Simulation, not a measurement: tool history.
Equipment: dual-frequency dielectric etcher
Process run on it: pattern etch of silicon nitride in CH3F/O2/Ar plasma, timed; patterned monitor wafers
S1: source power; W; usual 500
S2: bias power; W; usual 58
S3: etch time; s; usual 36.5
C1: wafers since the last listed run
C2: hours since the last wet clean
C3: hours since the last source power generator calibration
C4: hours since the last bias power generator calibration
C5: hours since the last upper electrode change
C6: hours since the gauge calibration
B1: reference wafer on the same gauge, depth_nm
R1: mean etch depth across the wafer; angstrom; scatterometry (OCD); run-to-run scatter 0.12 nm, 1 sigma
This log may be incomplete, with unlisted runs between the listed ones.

run    hour   S1  S2    S3    C1     C2      C3      C4      C5      C6     B1     R1
  1     0.0  500  68  41.5     0  433.2  4354.1  2346.4  3744.6   471.0  30.67  345.3
       62.2  -- wet clean of the chamber
  2    62.7  500  68  41.5   507    0.5  4416.8  2409.1  3807.3   533.7  30.69  330.1
  3   101.8  500  68  41.5   512   39.6  4455.9  2448.2  3846.4   572.8  30.73  334.7
  4   139.6  500  58  36.5   495   77.4  4493.7  2486.0  3884.2   610.6  30.70  278.6
  5   164.6  500  58  36.5   327  102.4  4518.7  2511.0  3909.2   635.6  30.73  280.1
  6   226.0  500  58  36.5   805  163.8  4580.1  2572.4  3970.6   697.0  30.70  283.1
      291.7  -- upper electrode replaced
  7   292.2  500  58  44.0   553  230.0  4646.3  2638.6     0.5   763.2  30.71  344.0
  8   303.7  500  58  44.0   150  241.5  4657.8  2650.1    12.0   774.7  30.69  344.2
  9   351.5  500  58  44.0   626  289.3  4705.6  2697.9    59.8   822.5  30.69  345.3
 10   386.8  500  58  36.5   462  324.6  4740.9  2733.2    95.1   857.8  30.69  289.2
 11   458.6  500  58  36.5   941  396.4  4812.7  2805.0   166.9   929.6  30.72  289.4
 12   492.3  500  50  36.5   441  430.1  4846.4  2838.7   200.6   963.3  30.72  279.3
 13   517.2  500  58  36.5   326  455.0  4871.3  2863.6   225.5   988.2  30.67  290.2
 14   559.8  550  44  41.0   558  497.6  4913.9  2906.2   268.1  1030.8  30.70  321.4
      569.9  -- bias power generator calibrated
      582.1  -- source power generator calibrated
      598.5  -- wet clean of the chamber
 15   622.8  500  44  29.0   507   24.3    40.7    52.9   331.1  1093.8  30.69  204.6
 16   670.5  500  58  44.0   625   72.0    88.4   100.6   378.8  1141.5  30.72  338.2
 17   709.7  500  69  36.5   514  111.2   127.6   139.8   418.0  1180.7  30.69  293.9
      733.4  -- gauge calibrated
 18   763.8  500  51  46.0   709  165.3   181.7   193.9   472.1    30.4  30.71  342.9
 19   833.2  500  58  36.5   910  234.7   251.1   263.3   541.5    99.8  30.70  281.0
 20   865.9  410  58  36.5   428  267.4   283.8   296.0   574.2   132.5  30.69  253.0
 21   912.4  500  58  36.5   609  313.9   330.3   342.5   620.7   179.0  30.70  285.5
 22   940.5  500  58  39.5   368  342.0   358.4   370.6   648.8   207.1  30.69  313.5
 23   992.8  580  58  36.5   685  394.3   410.7   422.9   701.1   259.4  30.69  314.3
     1151.6  -- wet clean of the chamber
 24  1189.9  390  58  36.5  2269   38.3   607.8   620.0   898.2   456.5  30.70  239.0
 25  1246.9  410  53  41.5   747   95.3   664.8   677.0   955.2   513.5  30.73  274.9
 26  1340.6  500  72  36.5  1228  189.0   758.5   770.7  1048.9   607.2  30.71  298.2
 27  1376.2  500  58  36.5   466  224.6   794.1   806.3  1084.5   642.8  30.66  282.0
 28  1445.9  500  66  40.0   913  294.3   863.8   876.0  1154.2   712.5  30.67  323.6
 29  1502.0  450  58  36.5   735  350.4   919.9   932.1  1210.3   768.6  30.69  267.6

5 ways to go on from here, each from the tool as it stands after run 29. What would each give?
  A  1502.4  500  58  33.0   5  350.8  920.3  932.5  1210.7  769.0   ?   ?
  B  1502.4  390  58  33.0   5  350.8  920.3  932.5  1210.7  769.0   ?   ?
  C  1502.4  460  58  36.5   5  350.8  920.3  932.5  1210.7  769.0   ?   ?
  D  1502.4  550  70  46.0   5  350.8  920.3  932.5  1210.7  769.0   ?   ?
  E  1502.4  450  62  36.5   5  350.8  920.3  932.5  1210.7  769.0   ?   ?

run     B1     R1
  A  30.74  259.1
  B  30.74  221.9
  C  30.74  272.7
  D  30.74  402.4
  E  30.74  274.3
With the hidden condition removed and each run's random variation left untouched, the same runs would have given:
run     R1
  A  250.8
  B  214.9
  C  264.0
  D  389.6
  E  265.6

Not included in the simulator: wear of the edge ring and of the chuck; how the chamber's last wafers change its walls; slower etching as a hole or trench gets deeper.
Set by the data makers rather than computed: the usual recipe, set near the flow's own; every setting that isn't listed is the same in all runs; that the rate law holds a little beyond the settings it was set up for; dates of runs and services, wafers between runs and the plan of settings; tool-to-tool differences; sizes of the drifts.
